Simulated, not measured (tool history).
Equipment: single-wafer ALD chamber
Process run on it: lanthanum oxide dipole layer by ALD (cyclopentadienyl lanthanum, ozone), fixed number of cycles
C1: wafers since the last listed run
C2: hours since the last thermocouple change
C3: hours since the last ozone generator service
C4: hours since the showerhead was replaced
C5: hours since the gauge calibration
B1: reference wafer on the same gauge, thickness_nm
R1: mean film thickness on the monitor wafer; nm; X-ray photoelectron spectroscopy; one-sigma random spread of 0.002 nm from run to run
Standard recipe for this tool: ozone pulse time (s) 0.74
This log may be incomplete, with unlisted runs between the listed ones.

run 1 hour=0 | ozone_pulse_time_(s)=0.74 | C1=0 C2=1994.6 C3=165.4 C4=6172.6 C5=456.8 | B1=0.496 | R1=0.452
run 2 hour=14 | ozone_pulse_time_(s)=0.74 | C1=204 C2=2008.6 C3=179.4 C4=6186.6 C5=470.8 | B1=0.496 | R1=0.453
run 3 hour=31.2 | ozone_pulse_time_(s)=0.74 | C1=251 C2=2025.8 C3=196.6 C4=6203.8 C5=488 | B1=0.495 | R1=0.458
run 4 hour=41.5 | ozone_pulse_time_(s)=0.74 | C1=150 C2=2036.1 C3=206.9 C4=6214.1 C5=498.3 | B1=0.496 | R1=0.453
run 5 hour=59.5 | ozone_pulse_time_(s)=0.53 | C1=262 C2=2054.1 C3=224.9 C4=6232.1 C5=516.3 | B1=0.496 | R1=0.356
run 6 hour=71.4 | ozone_pulse_time_(s)=0.96 | C1=173 C2=2066 C3=236.8 C4=6244 C5=528.2 | B1=0.496 | R1=0.515
run 7 hour=79.6 | ozone_pulse_time_(s)=0.74 | C1=119 C2=2074.2 C3=245 C4=6252.2 C5=536.4 | B1=0.496 | R1=0.453
run 8 hour=96.1 | ozone_pulse_time_(s)=0.74 | C1=241 C2=2090.7 C3=261.5 C4=6268.7 C5=552.9 | B1=0.496 | R1=0.45
run 9 hour=102.2 | ozone_pulse_time_(s)=0.87 | C1=89 C2=2096.8 C3=267.6 C4=6274.8 C5=559 | B1=0.496 | R1=0.489
run 10 hour=118.2 | ozone_pulse_time_(s)=0.87 | C1=233 C2=2112.8 C3=283.6 C4=6290.8 C5=575 | B1=0.496 | R1=0.487
run 11 hour=132.4 | ozone_pulse_time_(s)=0.87 | C1=207 C2=2127 C3=297.8 C4=6305 C5=589.2 | B1=0.496 | R1=0.489
-- hour=143.6 gauge calibrated
run 12 hour=161.3 | ozone_pulse_time_(s)=0.59 | C1=422 C2=2155.9 C3=326.7 C4=6333.9 C5=17.7 | B1=0.496 | R1=0.385
run 13 hour=209.7 | ozone_pulse_time_(s)=0.74 | C1=707 C2=2204.3 C3=375.1 C4=6382.3 C5=66.1 | B1=0.496 | R1=0.449
run 14 hour=218 | ozone_pulse_time_(s)=0.51 | C1=121 C2=2212.6 C3=383.4 C4=6390.6 C5=74.4 | B1=0.496 | R1=0.335
run 15 hour=248.2 | ozone_pulse_time_(s)=0.51 | C1=441 C2=2242.8 C3=413.6 C4=6420.8 C5=104.6 | B1=0.496 | R1=0.335
-- hour=261.7 thermocouple changed; heater temperature recalibrated
run 16 hour=262.2 | ozone_pulse_time_(s)=0.74 | C1=87 C2=0.5 C3=427.6 C4=6434.8 C5=118.6 | B1=0.496 | R1=0.443
run 17 hour=263.3 | ozone_pulse_time_(s)=0.74 | C1=16 C2=1.6 C3=428.7 C4=6435.9 C5=119.7 | B1=0.496 | R1=0.439
run 18 hour=274.3 | ozone_pulse_time_(s)=0.74 | C1=160 C2=12.6 C3=439.7 C4=6446.9 C5=130.7 | B1=0.496 | R1=0.437
run 19 hour=290.1 | ozone_pulse_time_(s)=0.85 | C1=230 C2=28.4 C3=455.5 C4=6462.7 C5=146.5 | B1=0.497 | R1=0.478
run 20 hour=306.2 | ozone_pulse_time_(s)=0.99 | C1=235 C2=44.5 C3=471.6 C4=6478.8 C5=162.6 | B1=0.496 | R1=0.506
run 21 hour=319.2 | ozone_pulse_time_(s)=1.02 | C1=189 C2=57.5 C3=484.6 C4=6491.8 C5=175.6 | B1=0.496 | R1=0.509
-- hour=332.1 ozone generator serviced
run 22 hour=332.6 | ozone_pulse_time_(s)=0.46 | C1=78 C2=70.9 C3=0.5 C4=6505.2 C5=189 | B1=0.496 | R1=0.316
-- hour=350.2 showerhead replaced, of another model than before
run 23 hour=350.7 | ozone_pulse_time_(s)=0.74 | C1=147 C2=89 C3=18.6 C4=0.5 C5=207.1 | B1=0.496 | R1=0.453
run 24 hour=363.2 | ozone_pulse_time_(s)=0.74 | C1=182 C2=101.5 C3=31.1 C4=13 C5=219.6 | B1=0.495 | R1=0.453
run 25 hour=371.5 | ozone_pulse_time_(s)=0.86 | C1=121 C2=109.8 C3=39.4 C4=21.3 C5=227.9 | B1=0.496 | R1=0.484
run 26 hour=383.3 | ozone_pulse_time_(s)=0.97 | C1=172 C2=121.6 C3=51.2 C4=33.1 C5=239.7 | B1=0.496 | R1=0.505
run 27 hour=400.4 | ozone_pulse_time_(s)=1 | C1=249 C2=138.7 C3=68.3 C4=50.2 C5=256.8 | B1=0.496 | R1=0.509
run 28 hour=417.2 | ozone_pulse_time_(s)=0.74 | C1=245 C2=155.5 C3=85.1 C4=67 C5=273.6 | B1=0.496 | R1=0.455
run 29 hour=435 | ozone_pulse_time_(s)=0.47 | C1=260 C2=173.3 C3=102.9 C4=84.8 C5=291.4 | B1=0.496 | R1=0.354
run 30 hour=441.2 | ozone_pulse_time_(s)=0.98 | C1=90 C2=179.5 C3=109.1 C4=91 C5=297.6 | B1=0.496 | R1=0.504
run 31 hour=451.5 | ozone_pulse_time_(s)=0.6 | C1=150 C2=189.8 C3=119.4 C4=101.3 C5=307.9 | B1=0.496 | R1=0.408
run 32 hour=459.9 | ozone_pulse_time_(s)=0.74 | C1=122 C2=198.2 C3=127.8 C4=109.7 C5=316.3 | B1=0.496 | R1=0.449
run 33 hour=472 | ozone_pulse_time_(s)=0.88 | C1=176 C2=210.3 C3=139.9 C4=121.8 C5=328.4 | B1=0.496 | R1=0.486
run 34 hour=489 | ozone_pulse_time_(s)=1.01 | C1=248 C2=227.3 C3=156.9 C4=138.8 C5=345.4 | B1=0.496 | R1=0.514
run 35 hour=501 | ozone_pulse_time_(s)=0.48 | C1=175 C2=239.3 C3=168.9 C4=150.8 C5=357.4 | B1=0.496 | R1=0.36

Hidden state at the last listed run before each entry between runs and at the first one after, where it differs:
After run 11, before run 12: gauge calibrated (hour 143.6)
  ozone dose above that of a generator just serviced (%): -2.6 -> -3.1
  measured value less the no-hidden-state value, R1: -0.006 -> -0.008 nm
After run 15, before run 16: thermocouple changed; heater temperature recalibrated (hour 261.7)
  ozone dose above that of a generator just serviced (%): -4.87 -> -5.2
  measured value less the no-hidden-state value, R1: -0.014 -> -0.013 nm
After run 21, before run 22: ozone generator serviced (hour 332.1)
  ozone dose above that of a generator just serviced (%): -6.63 -> -0.858
  measured value less the no-hidden-state value, R1: -0.013 -> -0.003 nm
After run 22, before run 23: showerhead replaced, of another model than before (hour 350.2)
  ozone dose above that of a generator just serviced (%): -0.858 -> -0.868
  measured value less the no-hidden-state value, R1: -0.003 -> -0.002 nm
